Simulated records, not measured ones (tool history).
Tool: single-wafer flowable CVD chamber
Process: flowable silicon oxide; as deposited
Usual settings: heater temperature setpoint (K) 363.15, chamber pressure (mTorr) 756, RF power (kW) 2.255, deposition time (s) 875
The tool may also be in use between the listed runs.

run   hour  heater temperature setpoint (K)  chamber pressure (mTorr)  RF power (kW)  deposition time (s)  wafers since the last listed run  hours since the last thermocouple change  hours since the last RF generator calibration  hours since the last manometer calibration  hours since the showerhead was replaced  hours since the gauge calibration  read-back reference wafer on the same gauge, thickness_nm  mean film thickness on the monitor wafer (Å)
  1    0.0                           363.15                       756          2.255                  875                                 0                                     867.9                                          693.0                                      2179.5                                   3129.8                              191.8                                                    732.524                                       7809.97
  2   25.4                           363.15                       756          2.255                  875                                50                                     893.3                                          718.4                                      2204.9                                   3155.2                              217.2                                                    731.290                                       7829.43
      35.6  -- showerhead replaced
  3   51.7                           354.15                       756          2.545                  875                                36                                     919.6                                          744.7                                      2231.2                                     16.1                              243.5                                                    731.339                                      10595.37
  4   82.9                           354.15                       756          2.545                  875                                62                                     950.8                                          775.9                                      2262.4                                     47.3                              274.7                                                    732.013                                      10595.69
  5  112.3                           354.15                       756          2.545                  875                                58                                     980.2                                          805.3                                      2291.8                                     76.7                              304.1                                                    732.775                                      10476.24
  6  148.3                           363.15                       640          2.255                  875                                71                                    1016.2                                          841.3                                      2327.8                                    112.7                              340.1                                                    732.533                                       6732.65
  7  168.6                           363.15                       640          2.255                  875                                40                                    1036.5                                          861.6                                      2348.1                                    133.0                              360.4                                                    732.323                                       6658.54
     188.3  -- thermocouple changed; heater temperature recalibrated
     201.5  -- RF generator calibrated
  8  202.0                           363.15                       756          2.255                  875                                34                                      13.7                                            0.5                                      2381.5                                    166.4                              393.8                                                    732.274                                       8096.96
  9  229.5                           363.15                       756          2.255                  875                                54                                      41.2                                           28.0                                      2409.0                                    193.9                              421.3                                                    730.822                                       8054.98
 10  246.7                           374.15                       756          1.845                  764                                34                                      58.4                                           45.2                                      2426.2                                    211.1                              438.5                                                    731.177                                       4681.06
 11  266.0                           367.15                       664          2.255                  875                                38                                      77.7                                           64.5                                      2445.5                                    230.4                              457.8                                                    732.805                                       6232.67
     283.5  -- capacitance manometer re-zeroed and calibrated
 12  284.0                           350.15                       909          2.430                  875                                19                                      95.7                                           82.5                                         0.5                                    248.4                              475.8                                                    732.067                                      14423.06
 13  294.3                           363.15                       839          2.255                  875                                20                                     106.0                                           92.8                                        10.8                                    258.7                              486.1                                                    731.779                                       8946.32
 14  311.0                           363.15                       578          2.255                 1047                                33                                     122.7                                          109.5                                        27.5                                    275.4                              502.8                                                    730.996                                       7487.79
 15  335.7                           363.15                       687          2.255                  875                                49                                     147.4                                          134.2                                        52.2                                    300.1                              527.5                                                    731.983                                       7295.36
 16  368.8                           352.15                       756          2.255                  875                                66                                     180.5                                          167.3                                        85.3                                    333.2                              560.6                                                    731.416                                      11117.45
 17  385.2                           363.15                       756          2.400                  875                                32                                     196.9                                          183.7                                       101.7                                    349.6                              577.0                                                    733.159                                       8086.46
     464.0  -- gauge calibrated
 18  489.6                           374.15                       814          2.495                  776                               208                                     301.3                                          288.1                                       206.1                                    454.0                               25.6                                                    731.857                                       5297.68
 19  510.6                           363.15                       756          2.255                  875                                41                                     322.3                                          309.1                                       227.1                                    475.0                               46.6                                                    731.145                                       7966.90
 20  528.2                           350.15                       573          2.695                  965                                35                                     339.9                                          326.7                                       244.7                                    492.6                               64.2                                                    731.586                                      10306.99
 21  555.3                           363.15                       709          2.600                  875                                54                                     367.0                                          353.8                                       271.8                                    519.7                               91.3                                                    731.747                                       7725.34

Run 22 comes next. What will it give?
 22  577.8                           363.15                       756          2.255                  875                                44                                     389.5                                          376.3                                       294.3                                    542.2                              113.8                                                          ?                                             ?

{"run 22": {"read-back reference wafer on the same gauge, thickness_nm": 731.808, "mean film thickness on the monitor wafer (Å)": 7970.96}}
Without the tool's hidden state the same run would have given mean film thickness on the monitor wafer (Å) 8080.45.

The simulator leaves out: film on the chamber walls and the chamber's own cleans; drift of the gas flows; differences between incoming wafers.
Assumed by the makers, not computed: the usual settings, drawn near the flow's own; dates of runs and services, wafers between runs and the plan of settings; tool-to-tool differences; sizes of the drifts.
